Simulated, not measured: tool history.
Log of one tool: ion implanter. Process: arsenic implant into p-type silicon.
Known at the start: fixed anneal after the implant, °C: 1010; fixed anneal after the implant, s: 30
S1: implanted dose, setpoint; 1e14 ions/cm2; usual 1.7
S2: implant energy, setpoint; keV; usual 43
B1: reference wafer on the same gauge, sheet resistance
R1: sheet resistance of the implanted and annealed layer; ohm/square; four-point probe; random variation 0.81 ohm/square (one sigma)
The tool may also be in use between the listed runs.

Run 1, hour 0: usual settings; B1 368.13. Result: R1 402.48 ohm/square.
Run 2, hour 10: usual settings; B1 367.9. Result: R1 401.32 ohm/square.
Run 3, hour 45.2: usual settings; B1 367.82. Result: R1 400.35 ohm/square.
Run 4, hour 58.9: usual settings; B1 367.96. Result: R1 402.52 ohm/square.
Run 5, hour 65: usual settings but S1 2.03 1e14 ions/cm2, S2 35 keV; B1 368.11. Result: R1 365.67 ohm/square.
Run 6, hour 80.3: usual settings but S1 2.03 1e14 ions/cm2, S2 35 keV; B1 367.92. Result: R1 364.28 ohm/square.
Run 7, hour 97.2: usual settings but S1 2.03 1e14 ions/cm2, S2 35 keV; B1 368.06. Result: R1 365.12 ohm/square.
Run 8, hour 112.1: usual settings; B1 368.05. Result: R1 399.8 ohm/square.
Run 9, hour 123.5: usual settings; B1 368.21. Result: R1 400.71 ohm/square.
Run 10, hour 138.5: usual settings but S1 2.05 1e14 ions/cm2; B1 367.96. Result: R1 350.08 ohm/square.
Run 11, hour 147: usual settings; B1 368.07. Result: R1 398.55 ohm/square.
Run 12, hour 157.2: usual settings but S1 1.93 1e14 ions/cm2, S2 32 keV; B1 368.18. Result: R1 381.04 ohm/square.
Run 13, hour 165.9: usual settings but S1 1.93 1e14 ions/cm2, S2 32 keV; B1 367.95. Result: R1 381.4 ohm/square.
Run 14, hour 174.7: usual settings but S2 31.5 keV; B1 368.15. Result: R1 420.8 ohm/square.
Run 15, hour 189.8: usual settings; B1 367.98. Result: R1 399.72 ohm/square.
Run 16, hour 197.4: usual settings; B1 367.99. Result: R1 398.57 ohm/square.
Run 17, hour 205.2: usual settings; B1 368.04. Result: R1 398.35 ohm/square.
Run 18, hour 221.4: usual settings but S1 1.47 1e14 ions/cm2, S2 57 keV; B1 368.15. Result: R1 419.54 ohm/square.
Run 19, hour 257.6: usual settings but S1 2 1e14 ions/cm2, S2 32 keV; B1 368.11. Result: R1 370.9 ohm/square.
Run 20, hour 274: usual settings but S1 1.93 1e14 ions/cm2, S2 57 keV; B1 367.98. Result: R1 361.92 ohm/square.
Run 21, hour 282.8: usual settings but S2 28 keV; B1 367.95. Result: R1 443.96 ohm/square.
Run 22, hour 296.4: usual settings but S1 1.47 1e14 ions/cm2, S2 30.5 keV; B1 367.81. Result: R1 488.56 ohm/square.
Run 23, hour 309.1: usual settings but S1 1.93 1e14 ions/cm2, S2 50 keV; B1 367.89. Result: R1 371.35 ohm/square.
Run 24, hour 322.7: usual settings but S1 2.11 1e14 ions/cm2, S2 38 keV; B1 368.03. Result: R1 361.76 ohm/square.
Run 25, hour 339.5: usual settings but S1 1.2 1e14 ions/cm2; B1 367.98. Result: R1 527.14 ohm/square.
Run 26, hour 349: usual settings but S1 1.98 1e14 ions/cm2, S2 55.5 keV; B1 367.94. Result: R1 357.62 ohm/square.
Run 27, hour 358.2: usual settings but S1 1.86 1e14 ions/cm2, S2 57 keV; B1 368.02. Result: R1 371.67 ohm/square.
Run 28, hour 371.1: usual settings but S2 52.5 keV; B1 367.76. Result: R1 401.65 ohm/square.

Taken out of this log: 3 entries between the listed runs. Where each belongs, and how the hidden state differs across it:
Between runs 18 and 19: gauge calibrated (hour 231.6); extraction supply calibrated (hour 248.4)
  deviation of the true dose from the Faraday cup's reading, %: 6.13 -> 6.4
  measured less the result without the state, R1: -17.28 -> -17.26 ohm/square
Between runs 19 and 20: Faraday cup replaced and dose calibrated (hour 266.7)
  deviation of the true dose from the Faraday cup's reading, %: 6.4 -> 0.342
  measured less the result without the state, R1: -17.26 -> -0.86 ohm/square
